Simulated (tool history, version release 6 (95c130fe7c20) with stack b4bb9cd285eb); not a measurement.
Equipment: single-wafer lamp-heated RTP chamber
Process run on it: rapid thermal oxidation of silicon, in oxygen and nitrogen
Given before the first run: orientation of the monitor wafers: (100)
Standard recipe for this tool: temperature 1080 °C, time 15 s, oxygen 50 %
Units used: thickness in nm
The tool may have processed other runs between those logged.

run	day	temperature	time	oxygen	wafers since the last listed run	wafers since the last pyrometer calibration	hours since the oxygen flow controller was replaced	hours since the gauge calibration	read-back reference wafer on the same gauge, thickness	thickness
1	0.000	1080	10	50	0	2060	3398.7	1188.1	5.492	3.938
2	5.325	1080	10	50	658	2719	3526.5	1315.9	5.489	3.953
3	6.646	1097	19	50	163	2882	3558.2	1347.6	5.488	5.599
4	7.967	1097	19	50	163	3045	3589.9	1379.3	5.491	5.605
5	9.238	1080	15	50	157	3203	3620.4	1409.8	5.491	4.591
6	12.029	1080	15	58	345	3548	3687.4	1476.8	5.489	4.828
7	18.592	1080	15	58	811	4360	3844.9	1634.3	5.489	4.820
8	21.129	1080	15	58	313	4674	3905.8	1695.2	5.490	4.841
9	22.171	1080	15	50	128	4803	3930.8	1720.2	5.491	4.604
10	24.612	1080	15	50	302	5105	3989.4	1778.8	5.489	4.598
11	25.650	1080	15	50	128	5233	4014.3	1803.7	5.490	4.599
12	28.242	1080	15	50	320	5554	4076.5	1865.9	5.490	4.597
13	29.446	1080	15	73	148	5703	4105.4	1894.8	5.491	5.268
14	31.717	1080	15	73	280	5984	4159.9	1949.3	5.490	5.272
15	32.950	1088	15	50	152	6136	4189.5	1978.9	5.489	4.841
16	35.050	1088	15	50	259	6396	4239.9	2029.3	5.491	4.842
17	37.675	1088	15	50	324	6721	4302.9	2092.3	5.489	4.837
# day 39.496: pyrometer window cleaned and pyrometer calibrated
# day 39.633: oxygen flow controller replaced
18	39.654	1080	15	50	186	2	0.5	2139.8	5.491	4.622
19	41.942	1080	15	34	282	285	55.4	2194.7	5.491	4.069
# day 43.358: gauge calibrated
20	44.721	1093	13	34	343	629	122.1	32.7	5.489	4.177
21	46.962	1080	15	50	277	906	175.9	86.5	5.490	4.623
22	49.888	1080	15	50	361	1268	246.1	156.7	5.489	4.619
23	51.688	1080	15	50	222	1491	289.3	199.9	5.491	4.625
24	53.954	1099	18	50	280	1771	343.7	254.3	5.491	5.592
25	56.933	1071	10	50	368	2140	415.2	325.8	5.491	3.768
26	59.208	1080	15	67	281	2421	469.8	380.4	5.491	5.101
27	60.442	1080	17	50	152	2574	499.4	410.0	5.489	4.850
28	62.267	1080	15	50	225	2799	543.2	453.8	5.488	4.623
29	64.562	1080	15	50	284	3083	598.3	508.9	5.491	4.622
30	66.404	1080	15	50	227	3311	642.5	553.1	5.490	4.618
31	68.167	1068	10	79	218	3529	684.8	595.4	5.490	4.312
32	70.429	1099	20	50	279	3809	739.1	649.7	5.490	5.849
33	72.962	1068	21	22	313	4123	799.9	710.5	5.488	3.758
34	75.025	1105	11	29	255	4378	849.4	760.0	5.489	4.000
35	77.192	1080	15	50	268	4646	901.4	812.0	5.490	4.630
36	79.900	1071	22	62	335	4981	966.4	877.0	5.489	5.511

Entry by entry between the runs, the difference in hidden state between the last listed run before and the first listed run after:
After run 17, before run 18: pyrometer window cleaned and pyrometer calibrated (day 39.496); oxygen flow controller replaced (day 39.633)
  true wafer temperature minus pyrometer reading, K: 1.72 -> 0.0423; deviation of the oxygen flow from its setpoint, %: -7.91 -> 0.142
  measured result minus the result with no hidden state, thickness: -0.017 -> +0.002 nm
After run 19, before run 20: gauge calibrated (day 43.358)
  true wafer temperature minus pyrometer reading, K: 0.113 -> 0.198; deviation of the oxygen flow from its setpoint, %: -0.13 -> -0.449
  measured result minus the result with no hidden state, thickness: +0.002 -> +0.001 nm
